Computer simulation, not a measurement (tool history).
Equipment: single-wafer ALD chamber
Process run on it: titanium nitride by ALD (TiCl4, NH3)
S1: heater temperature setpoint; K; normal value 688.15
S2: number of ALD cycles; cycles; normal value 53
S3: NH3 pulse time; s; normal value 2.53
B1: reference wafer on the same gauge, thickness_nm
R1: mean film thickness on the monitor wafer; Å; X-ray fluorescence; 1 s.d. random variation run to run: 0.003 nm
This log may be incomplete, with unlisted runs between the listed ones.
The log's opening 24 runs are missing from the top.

run 25 hour=1701.8 | S1=688.15 S2=53 S3=3.43 | B1=1.360 | R1=12.15
run 26 hour=1762.2 | S1=698.15 S2=53 S3=1.59 | B1=1.359 | R1=11.86
run 27 hour=1860.4 | S1=688.15 S2=53 S3=2.53 | B1=1.359 | R1=12.01
run 28 hour=1910.2 | S1=673.15 S2=46 S3=1.70 | B1=1.358 | R1=10.12
run 29 hour=1985.2 | S1=678.15 S2=53 S3=1.88 | B1=1.358 | R1=11.78
run 30 hour=2045.8 | S1=688.15 S2=60 S3=3.02 | B1=1.356 | R1=13.68
run 31 hour=2087.0 | S1=694.15 S2=56 S3=3.08 | B1=1.355 | R1=12.75
run 32 hour=2179.1 | S1=688.15 S2=53 S3=3.19 | B1=1.357 | R1=12.05
run 33 hour=2237.7 | S1=680.15 S2=53 S3=2.53 | B1=1.354 | R1=11.98
run 34 hour=2298.1 | S1=688.15 S2=53 S3=2.53 | B1=1.354 | R1=12.00
run 35 hour=2351.8 | S1=673.15 S2=53 S3=3.20 | B1=1.353 | R1=12.00
run 36 hour=2406.1 | S1=680.15 S2=44 S3=3.41 | B1=1.353 | R1=10.00

Below are 4 alternative next runs, each starting from the tool's condition after run 36. Predict each:
run A hour=2406.6 | S1=688.15 S2=53 S3=2.53 | B1=? | R1=?
run B hour=2406.6 | S1=695.15 S2=53 S3=3.12 | B1=? | R1=?
run C hour=2406.6 | S1=682.15 S2=53 S3=2.99 | B1=? | R1=?
run D hour=2406.6 | S1=692.15 S2=53 S3=2.53 | B1=? | R1=?

run=A B1=1.355 R1=11.91
run=B B1=1.355 R1=12.00
run=C B1=1.355 R1=11.96
run=D B1=1.355 R1=11.92
Stripped of hidden state, with their random variation kept, the same runs would have yielded:
run=A R1=11.97
run=B R1=12.06
run=C R1=12.02
run=D R1=11.98
